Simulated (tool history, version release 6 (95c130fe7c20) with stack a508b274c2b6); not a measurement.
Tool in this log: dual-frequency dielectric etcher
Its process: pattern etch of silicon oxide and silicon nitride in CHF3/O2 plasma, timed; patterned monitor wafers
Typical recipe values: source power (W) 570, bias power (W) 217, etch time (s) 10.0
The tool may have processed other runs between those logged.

run   hour  source power (W)  bias power (W)  etch time (s)  wafers since the last listed run  hours since the last wet clean  hours since the last source power generator calibration  hours since the last bias power generator calibration  hours since the last upper electrode change  hours since the gauge calibration  read-back reference wafer on the same gauge, depth_nm  mean etch depth across the wafer (angstrom)
  1    0.0               570             217           10.0                                 0                           331.1                                                   2460.1                                                 3471.0                                       3629.3                              617.6                                                  13.00                                        159.0
  2   52.6               570             217           10.0                               573                           383.7                                                   2512.7                                                 3523.6                                       3681.9                              670.2                                                  13.00                                        161.8
  3   82.3               570             217           10.0                               323                           413.4                                                   2542.4                                                 3553.3                                       3711.6                              699.9                                                  13.00                                        160.9
  4  125.1               500             217           11.5                               466                           456.2                                                   2585.2                                                 3596.1                                       3754.4                              742.7                                                  12.96                                        174.7
     164.6  -- wet clean of the chamber
  5  165.1               500             217           11.5                               174                             0.5                                                   2625.2                                                 3636.1                                       3794.4                              782.7                                                  12.99                                        166.9
  6  212.6               500             217           11.5                               517                            48.0                                                   2672.7                                                 3683.6                                       3841.9                              830.2                                                  13.00                                        169.5
  7  260.4               570             217           10.0                               521                            95.8                                                   2720.5                                                 3731.4                                       3889.7                              878.0                                                  13.00                                        156.7
  8  301.4               570             217           10.0                               446                           136.8                                                   2761.5                                                 3772.4                                       3930.7                              919.0                                                  13.01                                        156.1
     308.1  -- bias power generator calibrated
  9  330.9               570             217           10.0                               277                           166.3                                                   2791.0                                                   22.8                                       3960.2                              948.5                                                  12.99                                        158.6
 10  384.6               570             217           10.0                               585                           220.0                                                   2844.7                                                   76.5                                       4013.9                             1002.2                                                  12.98                                        157.3
 11  439.0               500             217           11.5                               592                           274.4                                                   2899.1                                                  130.9                                       4068.3                             1056.6                                                  13.02                                        172.3
 12  486.7               640             182           11.5                               519                           322.1                                                   2946.8                                                  178.6                                       4116.0                             1104.3                                                  13.00                                        183.6
     555.6  -- source power generator calibrated
     570.1  -- wet clean of the chamber
 13  570.6               620             266           12.5                               712                             0.5                                                     15.0                                                  262.5                                       4199.9                             1188.2                                                  12.96                                        209.4
 14  610.9               570             217            8.0                               439                            40.8                                                     55.3                                                  302.8                                       4240.2                             1228.5                                                  13.00                                        123.1
     622.9  -- gauge calibrated
 15  661.0               570             260           10.0                               546                            90.9                                                    105.4                                                  352.9                                       4290.3                               38.1                                                  13.01                                        163.1
 16  732.2               650             217           10.0                               776                           162.1                                                    176.6                                                  424.1                                       4361.5                              109.3                                                  12.98                                        164.0
     759.5  -- upper electrode replaced
 17  799.2               470             217           10.0                               468                           229.1                                                    243.6                                                  491.1                                         39.7                              176.3                                                  13.03                                        147.2
 18  865.8               570             268            7.0                               725                           295.7                                                    310.2                                                  557.7                                        106.3                              242.9                                                  12.98                                        118.2

Expected results for the next run?
 19  911.9               460             198            7.5                               502                           341.8                                                    356.3                                                  603.8                                        152.4                              289.0                                                      ?                                            ?

{"run 19": {"read-back reference wafer on the same gauge, depth_nm": 13.0, "mean etch depth across the wafer (angstrom)": 105.7}}
Minus the tool's unlogged condition, the same run would have read mean etch depth across the wafer (angstrom) 102.2.
